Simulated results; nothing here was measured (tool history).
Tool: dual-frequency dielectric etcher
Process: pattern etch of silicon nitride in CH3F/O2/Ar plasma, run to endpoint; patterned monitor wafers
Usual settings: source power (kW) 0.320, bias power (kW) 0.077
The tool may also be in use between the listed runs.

| run | hour | source power (kW) | bias power (kW) | wafers since the last listed run | hours since the last wet clean | hours since the last source power generator calibration | hours since the last bias power generator calibration | hours since the last upper electrode change | incoming incoming film thickness, nm | endpoint time (s) |
|---|---|---|---|---|---|---|---|---|---|---|
| 1 | 0.0 | 0.320 | 0.077 | 0 | 76.6 | 4568.7 | 3175.4 | 5323.8 | 48.04 | 71.0 |
| 2 | 10.3 | 0.320 | 0.077 | 99 | 86.9 | 4579.0 | 3185.7 | 5334.1 | 48.55 | 70.8 |
| 3 | 18.7 | 0.320 | 0.077 | 80 | 95.3 | 4587.4 | 3194.1 | 5342.5 | 48.48 | 71.6 |
| 4 | 62.9 | 0.320 | 0.077 | 425 | 139.5 | 4631.6 | 3238.3 | 5386.7 | 48.09 | 71.2 |
|  | 70.0 | bias power generator calibrated |
|  | 100.9 | upper electrode replaced |
| 5 | 101.4 | 0.340 | 0.077 | 101 | 178.0 | 4670.1 | 31.4 | 0.5 | 48.15 | 70.0 |
| 6 | 101.7 | 0.340 | 0.077 | 2 | 178.3 | 4670.4 | 31.7 | 0.8 | 48.05 | 69.5 |
| 7 | 102.8 | 0.320 | 0.077 | 10 | 179.4 | 4671.5 | 32.8 | 1.9 | 48.34 | 71.3 |
| 8 | 110.2 | 0.320 | 0.077 | 71 | 186.8 | 4678.9 | 40.2 | 9.3 | 48.09 | 70.9 |
| 9 | 126.5 | 0.280 | 0.091 | 157 | 203.1 | 4695.2 | 56.5 | 25.6 | 48.33 | 71.6 |
|  | 145.3 | source power generator calibrated |
| 10 | 145.8 | 0.280 | 0.091 | 147 | 222.4 | 0.5 | 75.8 | 44.9 | 48.30 | 71.5 |
| 11 | 149.7 | 0.280 | 0.091 | 37 | 226.3 | 4.4 | 79.7 | 48.8 | 48.18 | 71.6 |
| 12 | 158.6 | 0.320 | 0.077 | 85 | 235.2 | 13.3 | 88.6 | 57.7 | 48.55 | 71.6 |
| 13 | 174.7 | 0.320 | 0.077 | 155 | 251.3 | 29.4 | 104.7 | 73.8 | 48.81 | 72.4 |
| 14 | 224.2 | 0.320 | 0.077 | 476 | 300.8 | 78.9 | 154.2 | 123.3 | 48.14 | 71.3 |
| 15 | 234.2 | 0.280 | 0.090 | 96 | 310.8 | 88.9 | 164.2 | 133.3 | 47.97 | 71.3 |
| 16 | 251.5 | 0.350 | 0.094 | 166 | 328.1 | 106.2 | 181.5 | 150.6 | 48.35 | 65.9 |
| 17 | 264.8 | 0.240 | 0.077 | 128 | 341.4 | 119.5 | 194.8 | 163.9 | 47.87 | 79.0 |
| 18 | 271.8 | 0.300 | 0.077 | 67 | 348.4 | 126.5 | 201.8 | 170.9 | 48.10 | 72.9 |
|  | 300.6 | wet clean of the chamber |
| 19 | 301.1 | 0.350 | 0.069 | 51 | 0.5 | 155.8 | 231.1 | 200.2 | 48.47 | 70.5 |
| 20 | 301.4 | 0.240 | 0.084 | 2 | 0.8 | 156.1 | 231.4 | 200.5 | 47.93 | 75.2 |
| 21 | 306.2 | 0.270 | 0.083 | 46 | 5.6 | 160.9 | 236.2 | 205.3 | 48.37 | 73.8 |
| 22 | 358.0 | 0.280 | 0.059 | 499 | 57.4 | 212.7 | 288.0 | 257.1 | 48.18 | 79.1 |
| 23 | 367.2 | 0.290 | 0.068 | 88 | 66.6 | 221.9 | 297.2 | 266.3 | 48.06 | 75.4 |
| 24 | 378.5 | 0.320 | 0.068 | 108 | 77.9 | 233.2 | 308.5 | 277.6 | 47.85 | 73.4 |
| 25 | 392.2 | 0.360 | 0.090 | 131 | 91.6 | 246.9 | 322.2 | 291.3 | 47.82 | 64.2 |
| 26 | 404.6 | 0.320 | 0.067 | 119 | 104.0 | 259.3 | 334.6 | 303.7 | 48.36 | 73.5 |
| 27 | 414.1 | 0.320 | 0.077 | 91 | 113.5 | 268.8 | 344.1 | 313.2 | 48.13 | 71.0 |
| 28 | 423.1 | 0.350 | 0.071 | 86 | 122.5 | 277.8 | 353.1 | 322.2 | 48.65 | 71.4 |
| 29 | 440.2 | 0.320 | 0.077 | 164 | 139.6 | 294.9 | 370.2 | 339.3 | 48.38 | 71.2 |
| 30 | 449.8 | 0.290 | 0.077 | 92 | 149.2 | 304.5 | 379.8 | 348.9 | 48.45 | 74.1 |
| 31 | 455.8 | 0.400 | 0.069 | 57 | 155.2 | 310.5 | 385.8 | 354.9 | 48.44 | 67.9 |

Forecast run 32:
| 32 | 462.0 | 0.320 | 0.077 | 59 | 161.4 | 316.7 | 392.0 | 361.1 | 48.20 | ? |

Run 32 gave endpoint time (s) 71.6.
Without the tool's hidden state the same run would have given endpoint time (s) 71.2.

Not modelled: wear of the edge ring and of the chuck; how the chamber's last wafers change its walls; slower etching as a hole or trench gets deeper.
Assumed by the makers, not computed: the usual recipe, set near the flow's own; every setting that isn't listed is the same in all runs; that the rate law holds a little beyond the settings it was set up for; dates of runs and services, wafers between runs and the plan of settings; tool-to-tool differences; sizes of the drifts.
